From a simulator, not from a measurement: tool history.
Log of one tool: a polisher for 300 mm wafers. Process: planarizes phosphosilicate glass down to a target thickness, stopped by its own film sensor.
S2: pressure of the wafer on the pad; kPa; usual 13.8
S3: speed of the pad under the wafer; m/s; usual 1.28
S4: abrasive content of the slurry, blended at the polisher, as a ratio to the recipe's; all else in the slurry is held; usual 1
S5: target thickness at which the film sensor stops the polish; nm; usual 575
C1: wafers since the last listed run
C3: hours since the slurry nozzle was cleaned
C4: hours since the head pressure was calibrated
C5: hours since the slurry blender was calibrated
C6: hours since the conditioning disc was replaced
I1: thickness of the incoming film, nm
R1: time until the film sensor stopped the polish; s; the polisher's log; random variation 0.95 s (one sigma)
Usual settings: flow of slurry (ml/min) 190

Run 1, hour 0: usual settings; C1 0; wafers polished on this pad 216; C3 215.8; C4 609.9; C5 161; C6 189.4; I1 988. Result: R1 71.6 s.
Run 2, hour 34.3: usual settings but flow of slurry (ml/min) 220; C1 388; wafers polished on this pad 604; C3 250.1; C4 644.2; C5 195.3; C6 223.7; I1 977. Result: R1 68 s.
Run 3, hour 61.4: usual settings; C1 306; wafers polished on this pad 911; C3 277.2; C4 671.3; C5 222.4; C6 250.8; I1 979.7. Result: R1 71 s.
At hour 70.1: worn pad replaced by a new one.
Run 4, hour 83.8: usual settings; C1 208; wafers polished on this pad 155; C3 299.6; C4 693.7; C5 244.8; C6 273.2; I1 960.7. Result: R1 69.5 s.
Run 5, hour 103.3: usual settings; C1 220; wafers polished on this pad 376; C3 319.1; C4 713.2; C5 264.3; C6 292.7; I1 984.8. Result: R1 72.5 s.
Run 6, hour 137.2: usual settings but S5 683 nm; C1 383; wafers polished on this pad 760; C3 353; C4 747.1; C5 298.2; C6 326.6; I1 975.8. Result: R1 50.3 s.
At hour 148.3: worn pad replaced by a new one.
At hour 152.2: conditioning disc replaced and pad reconditioned.
At hour 152.3: slurry blender recalibrated.
Run 7, hour 195.7: usual settings but S5 683 nm; C1 593; wafers polished on this pad 513; C3 411.5; C4 805.6; C5 43.4; C6 43.5; I1 968.4. Result: R1 48 s.
At hour 221.5: slurry nozzle cleaned.
Run 8, hour 226.3: usual settings; C1 335; wafers polished on this pad 848; C3 4.8; C4 836.2; C5 74; C6 74.1; I1 965.9. Result: R1 64.2 s.
At hour 234.3: worn pad replaced by a new one.
Run 9, hour 251.2: usual settings; C1 236; wafers polished on this pad 191; C3 29.7; C4 861.1; C5 98.9; C6 99; I1 959.2. Result: R1 64.6 s.
At hour 284.3: head pressure recalibrated.
Run 10, hour 285.4: usual settings but S2 11.7 kPa, S3 1.08 m/s; C1 364; wafers polished on this pad 555; C3 63.9; C4 1.1; C5 133.1; C6 133.2; I1 974.4. Result: R1 86.1 s.
At hour 303.4: worn pad replaced by a new one.
Run 11, hour 304.4: usual settings but flow of slurry (ml/min) 255; C1 169; wafers polished on this pad 11; C3 82.9; C4 20.1; C5 152.1; C6 152.2; I1 963.2. Result: R1 65.8 s.
Run 12, hour 317.9: usual settings but S2 17.2 kPa; C1 152; wafers polished on this pad 164; C3 96.4; C4 33.6; C5 165.6; C6 165.7; I1 974.5. Result: R1 57.6 s.
Run 13, hour 342.5: usual settings but flow of slurry (ml/min) 160, S3 0.98 m/s; C1 278; wafers polished on this pad 442; C3 121; C4 58.2; C5 190.2; C6 190.3; I1 984.3. Result: R1 85 s.
Run 14, hour 363.5: usual settings but S2 15.9 kPa, S3 1.68 m/s; C1 237; wafers polished on this pad 680; C3 142; C4 79.2; C5 211.2; C6 211.3; I1 964.5. Result: R1 51.5 s.

Some steps in R1 between neighbouring runs. How much of each would the tool show without its hidden state too (settings, what came in, random variation), and how much is left for the hidden state, with any gauge scatter that isn't in both results?
The hidden state here: removal rate lost through wear of the pad, %; slurry flow missing at the pad, %; deviation of the head's pressure from its setpoint, %; abrasive missing from the slurry, %; time polished since the conditioner stopped cutting, s.
Run 6 -> 7: worn pad replaced by a new one, conditioning disc replaced and pad reconditioned, slurry blender recalibrated. R1 -2.3 s: hidden state -2.6, all else +0.3.
Run 13 -> 14: flow of slurry (ml/min) 160 -> 190, S2 13.8 -> 15.9, S3 0.98 -> 1.68. R1 -33.5 s: hidden state -0.2, all else -33.3.

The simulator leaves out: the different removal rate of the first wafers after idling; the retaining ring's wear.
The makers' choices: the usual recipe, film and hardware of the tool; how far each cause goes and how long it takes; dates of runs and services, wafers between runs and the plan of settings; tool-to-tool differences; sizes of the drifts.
